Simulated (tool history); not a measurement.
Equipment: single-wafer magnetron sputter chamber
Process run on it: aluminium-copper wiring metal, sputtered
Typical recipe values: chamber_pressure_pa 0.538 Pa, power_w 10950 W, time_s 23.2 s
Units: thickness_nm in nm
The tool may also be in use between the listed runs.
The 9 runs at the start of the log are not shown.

run     day  chamber_pressure_pa  power_w  time_s  wafers since the last listed run  wafers on the sputter target  hours since the last manometer calibration  hours since the magnet pack was replaced  hours since the gauge calibration  read-back reference wafer on the same gauge, thickness_nm  thickness_nm
 10   9.942                0.538    10950    23.2                               475                          4599                                        1527                                    7500.8                              461.1                                                    482.486       428.751
 11  10.846                0.724    10950    23.2                               586                          5186                                      1548.7                                    7522.5                              482.8                                                    482.477       391.277
 12  11.708                0.425    10950    23.2                               559                          5746                                      1569.4                                    7543.2                              503.5                                                    481.958       453.117
     12.358  -- sputter target and shields replaced
 13  14.996                0.538    10950    24.9                              1917                          1711                                      1648.3                                    7622.1                              582.4                                                    481.485       459.101
 14  16.117                0.538    10950    24.9                               727                          2438                                      1675.2                                      7649                              609.3                                                    482.135       458.196
     16.817  -- gauge calibrated
 15  16.929                0.378     9650    19.5                               527                          2966                                      1694.7                                    7668.5                                2.7                                                     481.73       343.416
 16  17.879                0.538    10050    23.2                               616                          3582                                      1717.5                                    7691.3                               25.5                                                    481.321       392.477
     18.996  -- magnet pack replaced
 17  19.017                0.538    10950    23.2                               521                          4104                                      1744.8                                       0.5                               52.8                                                    481.749       426.167
 18  19.654                 0.41    10950    19.3                               413                          4518                                      1760.1                                      15.8                               68.1                                                    481.503       379.362
 19   20.55                0.721    10950    23.2                               581                          5099                                      1781.6                                      37.3                               89.6                                                    481.274       387.301
 20  21.696                0.538    10950    23.2                               743                          5843                                      1809.1                                      64.8                              117.1                                                     482.37       425.856
     22.329  -- sputter target and shields replaced
 21  24.621                0.538    10950    19.2                              1682                          1488                                      1879.3                                       135                              187.3                                                    482.037       354.887
 22  25.521                0.669    10200    26.5                               584                          2072                                      1900.9                                     156.6                              208.9                                                     481.91       426.672
     26.488  -- capacitance manometer re-zeroed and calibrated
 23  26.508                0.637    12850    26.9                               424                          2497                                         0.5                                     180.3                              232.6                                                    482.286       566.288
 24  26.988                0.538    10950    23.2                               311                          2808                                          12                                     191.8                              244.1                                                    482.052       435.345
 25  28.317                0.687    13650    23.2                               862                          3670                                        43.9                                     223.7                                276                                                    481.692       505.087
 26  28.838                0.538     9450    23.2                               338                          4008                                        56.4                                     236.2                              288.5                                                    481.981       374.596
 27  29.412                0.391     9450    21.6                               373                          4382                                        70.2                                       250                              302.3                                                    482.333       375.318
 28  30.825                 0.75    12450    21.9                               916                          5298                                       104.1                                     283.9                              336.2                                                    482.012         421.9
     32.971  -- sputter target and shields replaced
 29  33.517                0.538    10950    23.2                              1530                           353                                       168.7                                     348.5                              400.8                                                    482.181       438.042

Run 30 is up next; what results do you expect?
 30  34.1                0.538    10950    25.6                               378                           731                                       182.7                                     362.5                              414.8                                                          ?             ?

Run 30 gave read-back reference wafer on the same gauge, thickness_nm 481.624, thickness_nm 481.93 nm.
Take away the tool's hidden state, keep the run-to-run variation as it was, and the same run would have given thickness_nm 485.61 nm.
